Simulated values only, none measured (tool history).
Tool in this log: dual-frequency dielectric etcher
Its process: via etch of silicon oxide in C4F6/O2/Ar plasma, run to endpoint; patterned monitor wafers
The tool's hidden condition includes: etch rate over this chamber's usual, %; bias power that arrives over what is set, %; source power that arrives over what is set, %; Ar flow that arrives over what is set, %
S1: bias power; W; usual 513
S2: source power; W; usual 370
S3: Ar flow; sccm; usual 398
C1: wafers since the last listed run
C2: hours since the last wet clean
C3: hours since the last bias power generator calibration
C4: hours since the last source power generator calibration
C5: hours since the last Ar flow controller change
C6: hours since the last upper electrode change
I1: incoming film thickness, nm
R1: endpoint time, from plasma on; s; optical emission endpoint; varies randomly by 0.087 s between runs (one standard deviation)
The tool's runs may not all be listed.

{"run": 1, "hour": 0.0, "S1": 513, "S2": 370, "S3": 398, "C1": 0, "C2": 296.1, "C3": 1064.1, "C4": 2945.2, "C5": 2840.4, "C6": 848.8, "I1": 105.2, "R1": 23.8}
{"run": 2, "hour": 41.4, "S1": 513, "S2": 370, "S3": 398, "C1": 429, "C2": 337.5, "C3": 1105.5, "C4": 2986.6, "C5": 2881.8, "C6": 890.2, "I1": 106.4, "R1": 24.2}
{"run": 3, "hour": 66.0, "S1": 606, "S2": 370, "S3": 359, "C1": 255, "C2": 362.1, "C3": 1130.1, "C4": 3011.2, "C5": 2906.4, "C6": 914.8, "I1": 105.1, "R1": 22.1}
{"run": 4, "hour": 199.5, "S1": 513, "S2": 370, "S3": 398, "C1": 1385, "C2": 495.6, "C3": 1263.6, "C4": 3144.7, "C5": 3039.9, "C6": 1048.3, "I1": 105, "R1": 23.8}
{"hour": 242.1, "done": "wet clean of the chamber"}
{"hour": 291.4, "done": "source power generator calibrated"}
{"run": 5, "hour": 368.1, "S1": 513, "S2": 370, "S3": 398, "C1": 1459, "C2": 126, "C3": 1432.2, "C4": 76.7, "C5": 3208.5, "C6": 1216.9, "I1": 104.7, "R1": 24.2}
{"run": 6, "hour": 436.1, "S1": 513, "S2": 370, "S3": 398, "C1": 705, "C2": 194, "C3": 1500.2, "C4": 144.7, "C5": 3276.5, "C6": 1284.9, "I1": 105, "R1": 24.2}
{"run": 7, "hour": 492.1, "S1": 513, "S2": 370, "S3": 398, "C1": 581, "C2": 250, "C3": 1556.2, "C4": 200.7, "C5": 3332.5, "C6": 1340.9, "I1": 105.9, "R1": 24.4}
{"hour": 507.8, "done": "bias power generator calibrated"}
{"run": 8, "hour": 537.8, "S1": 513, "S2": 370, "S3": 398, "C1": 432, "C2": 295.7, "C3": 30, "C4": 246.4, "C5": 3378.2, "C6": 1386.6, "I1": 104.9, "R1": 23.9}
{"hour": 569.3, "done": "Ar flow controller replaced"}
{"run": 9, "hour": 609.7, "S1": 513, "S2": 370, "S3": 398, "C1": 683, "C2": 367.6, "C3": 101.9, "C4": 318.3, "C5": 40.4, "C6": 1458.5, "I1": 105.8, "R1": 23.7}
{"run": 10, "hour": 652.9, "S1": 513, "S2": 370, "S3": 398, "C1": 448, "C2": 410.8, "C3": 145.1, "C4": 361.5, "C5": 83.6, "C6": 1501.7, "I1": 105.3, "R1": 23.6}
{"run": 11, "hour": 712.0, "S1": 386, "S2": 370, "S3": 450, "C1": 613, "C2": 469.9, "C3": 204.2, "C4": 420.6, "C5": 142.7, "C6": 1560.8, "I1": 105.1, "R1": 26.3}
{"run": 12, "hour": 767.3, "S1": 513, "S2": 370, "S3": 331, "C1": 573, "C2": 525.2, "C3": 259.5, "C4": 475.9, "C5": 198, "C6": 1616.1, "I1": 106, "R1": 23}
{"hour": 834.6, "done": "wet clean of the chamber"}
{"run": 13, "hour": 892.1, "S1": 513, "S2": 450, "S3": 398, "C1": 1046, "C2": 57.5, "C3": 384.3, "C4": 600.7, "C5": 322.8, "C6": 1740.9, "I1": 104.9, "R1": 22.5}
{"run": 14, "hour": 945.1, "S1": 513, "S2": 440, "S3": 398, "C1": 549, "C2": 110.5, "C3": 437.3, "C4": 653.7, "C5": 375.8, "C6": 1793.9, "I1": 105.5, "R1": 22.8}
{"run": 15, "hour": 1007.5, "S1": 513, "S2": 370, "S3": 398, "C1": 647, "C2": 172.9, "C3": 499.7, "C4": 716.1, "C5": 438.2, "C6": 1856.3, "I1": 105.4, "R1": 24}
{"run": 16, "hour": 1076.0, "S1": 513, "S2": 370, "S3": 472, "C1": 710, "C2": 241.4, "C3": 568.2, "C4": 784.6, "C5": 506.7, "C6": 1924.8, "I1": 104.8, "R1": 24.4}
{"hour": 1146.5, "done": "upper electrode replaced"}
{"run": 17, "hour": 1147.0, "S1": 513, "S2": 370, "S3": 398, "C1": 487, "C2": 312.4, "C3": 639.2, "C4": 855.6, "C5": 577.7, "C6": 0.5, "I1": 105, "R1": 23.9}
{"run": 18, "hour": 1216.6, "S1": 441, "S2": 370, "S3": 398, "C1": 722, "C2": 382, "C3": 708.8, "C4": 925.2, "C5": 647.3, "C6": 70.1, "I1": 104.1, "R1": 25}
{"run": 19, "hour": 1260.7, "S1": 513, "S2": 370, "S3": 398, "C1": 457, "C2": 426.1, "C3": 752.9, "C4": 969.3, "C5": 691.4, "C6": 114.2, "I1": 104.2, "R1": 23.6}
{"run": 20, "hour": 1325.3, "S1": 513, "S2": 370, "S3": 398, "C1": 670, "C2": 490.7, "C3": 817.5, "C4": 1033.9, "C5": 756, "C6": 178.8, "I1": 105, "R1": 23.7}
{"run": 21, "hour": 1357.0, "S1": 595, "S2": 430, "S3": 348, "C1": 328, "C2": 522.4, "C3": 849.2, "C4": 1065.6, "C5": 787.7, "C6": 210.5, "I1": 105.4, "R1": 21}
{"hour": 1396.8, "done": "wet clean of the chamber"}
{"run": 22, "hour": 1399.9, "S1": 439, "S2": 320, "S3": 398, "C1": 196, "C2": 3.1, "C3": 892.1, "C4": 1108.5, "C5": 830.6, "C6": 253.4, "I1": 104.6, "R1": 27.2}
{"run": 23, "hour": 1455.4, "S1": 513, "S2": 420, "S3": 398, "C1": 575, "C2": 58.6, "C3": 947.6, "C4": 1164, "C5": 886.1, "C6": 308.9, "I1": 104.8, "R1": 23.2}
{"run": 24, "hour": 1482.3, "S1": 513, "S2": 410, "S3": 320, "C1": 279, "C2": 85.5, "C3": 974.5, "C4": 1190.9, "C5": 913, "C6": 335.8, "I1": 105.7, "R1": 23}
{"run": 25, "hour": 1553.6, "S1": 599, "S2": 370, "S3": 398, "C1": 739, "C2": 156.8, "C3": 1045.8, "C4": 1262.2, "C5": 984.3, "C6": 407.1, "I1": 105.6, "R1": 23.1}
{"run": 26, "hour": 1577.7, "S1": 513, "S2": 370, "S3": 398, "C1": 250, "C2": 180.9, "C3": 1069.9, "C4": 1286.3, "C5": 1008.4, "C6": 431.2, "I1": 105.7, "R1": 24.4}
{"run": 27, "hour": 1634.6, "S1": 513, "S2": 370, "S3": 398, "C1": 590, "C2": 237.8, "C3": 1126.8, "C4": 1343.2, "C5": 1065.3, "C6": 488.1, "I1": 104.2, "R1": 24.1}
{"run": 28, "hour": 1688.2, "S1": 439, "S2": 320, "S3": 398, "C1": 556, "C2": 291.4, "C3": 1180.4, "C4": 1396.8, "C5": 1118.9, "C6": 541.7, "I1": 105.2, "R1": 26.7}

Pick out some run-to-run changes in R1. Of each, how much would a tool without hidden state show as well, from the settings, what came in and chance, and how much is left for the hidden state and any gauge scatter not in both results compared?
Run 12 -> 13: S2 370 -> 450, S3 331 -> 398, wet clean of the chamber. R1 -0.5 s: hidden state +0.7, all else -1.2.
Run 21 -> 22: S1 595 -> 439, S2 430 -> 320, S3 348 -> 398, wet clean of the chamber. R1 +6.2 s: hidden state +0.7, all else +5.5.
Run 22 -> 23: S1 439 -> 513, S2 320 -> 420. R1 -4 s: hidden state -0.1, all else -3.9.

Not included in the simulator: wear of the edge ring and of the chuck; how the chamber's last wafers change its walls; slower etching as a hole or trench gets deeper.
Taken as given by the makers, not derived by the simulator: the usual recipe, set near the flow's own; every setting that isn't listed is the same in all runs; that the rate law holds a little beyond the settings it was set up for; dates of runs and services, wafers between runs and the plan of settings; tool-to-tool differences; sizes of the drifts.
